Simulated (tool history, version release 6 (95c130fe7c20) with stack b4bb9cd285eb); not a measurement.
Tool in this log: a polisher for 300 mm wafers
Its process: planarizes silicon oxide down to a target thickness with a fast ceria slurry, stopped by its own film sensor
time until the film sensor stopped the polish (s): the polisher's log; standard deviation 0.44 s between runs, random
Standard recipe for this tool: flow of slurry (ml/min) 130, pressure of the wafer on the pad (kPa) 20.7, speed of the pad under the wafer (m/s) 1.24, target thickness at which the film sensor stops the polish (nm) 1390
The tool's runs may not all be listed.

run,hour,flow of slurry (ml/min),pressure of the wafer on the pad (kPa),speed of the pad under the wafer (m/s),target thickness at which the film sensor stops the polish (nm),wafers since the last listed run,wafers polished on this pad,hours since the slurry nozzle was cleaned,hours since the head pressure was calibrated,"incoming thickness of the incoming film, nm",time until the film sensor stopped the polish (s)
1,0,130,20.7,1.24,1390,0,382,660.7,215.1,2168.6,29.6
# hour 4.8: slurry nozzle cleaned
2,18.4,130,20.7,1.24,1390,162,545,13.6,233.5,2133.4,28.4
3,39.4,130,20.7,1.24,1390,195,741,34.6,254.5,2205.5,31.8
4,73.7,130,20.7,1.24,1390,319,1060,68.9,288.8,2178.2,31.6
5,98.7,130,20.7,1.1,1390,233,1294,93.9,313.8,2160.7,35.3
6,124.6,130,20.7,1.24,1390,241,1535,119.8,339.7,2180.9,33.4
# hour 133.9: worn pad replaced by a new one
7,155.9,130,20.7,1.24,1390,254,205,151.1,371,2149.2,29.2
8,168.3,130,20.7,1.24,1390,115,320,163.5,383.4,2138.5,29
9,192.2,130,20.7,1.24,1390,222,543,187.4,407.3,2173.1,30.5
10,223,130,20.7,1.24,1390,287,831,218.2,438.1,2179,30.8
11,256,130,20.7,1.24,1390,307,1138,251.2,471.1,2167.2,31.1
12,291.6,130,20.7,1.24,1390,332,1471,286.8,506.7,2190.6,33.9
# hour 309.2: worn pad replaced by a new one
# hour 371.5: head pressure recalibrated
13,387.7,130,20.7,1.24,1390,840,713,382.9,16.2,2156.8,29.7
14,401.4,130,20.7,1.24,1390,127,840,396.6,29.9,2151.3,30.2
15,427.7,100,20.7,1.24,1390,245,1086,422.9,56.2,2183,33.5
16,457.3,100,20.7,1.24,1390,276,1362,452.5,85.8,2191.4,34.1
17,480.4,130,20.7,1.24,1594,215,1577,475.6,108.9,2177,24
18,498.4,130,20.7,0.8,1140,167,1745,493.6,126.9,2161.1,62.2
# hour 504.8: worn pad replaced by a new one, of another model than before
19,533.8,130,20.7,1.24,1287,292,270,529,162.3,2151,33.4
20,552.6,105,20.7,1.66,1390,175,446,547.8,181.1,2133.9,25.7
21,572.1,100,15.2,1.24,1319,181,627,567.3,200.6,2140,39.9
22,596.5,160,15.2,1.36,1192,227,855,591.7,225,2185.3,43.3
23,618.1,130,20.7,1.24,1390,201,1056,613.3,246.6,2168.4,31.7
# hour 684.2: slurry nozzle cleaned
24,684.7,130,20.7,1.38,1506,611,1668,0.5,313.2,2139.3,25.6
# hour 701.1: worn pad replaced by a new one
25,719.3,110,20.7,1.62,1152,285,170,35.1,347.8,2214,35.8
26,744.2,100,20.7,1.24,1390,232,402,60,372.7,2163.2,30.3
27,763.7,130,17.2,1.24,1262,181,584,79.5,392.2,2204.1,40.3
28,780.3,130,20.7,1.24,1390,154,739,96.1,408.8,2156.3,30
29,800.6,130,20.7,1.24,1390,189,928,116.4,429.1,2160,30.7
30,821.2,130,20.7,1.5,1479,192,1120,137,449.7,2215.5,27.6
31,845.6,130,20.7,1.24,1390,227,1348,161.4,474.1,2165.6,32.6
32,863.2,130,20.7,1.24,1121,164,1512,179,491.7,2155,43.6

The logged runs with the hidden state left out (each run's random variation unchanged):
Hidden state present: removal rate lost through wear of the pad, %; slurry flow missing at the pad, %; deviation of the head's pressure from its setpoint, %.
run,time until the film sensor stopped the polish (s)
1,29.3
2,28
3,31
4,30.2
5,32.9
6,30.3
7,29
8,28.7
9,30
10,29.8
11,29.4
12,31
13,28.9
14,29.1
15,31.8
16,31.4
17,21.6
18,54.6
19,32.9
20,25.1
21,38.7
22,41.5
23,29.9
24,22.6
25,35.5
26,29.9
27,39.5
28,29.2
29,29.5
30,26.1
31,30.2
32,39.6
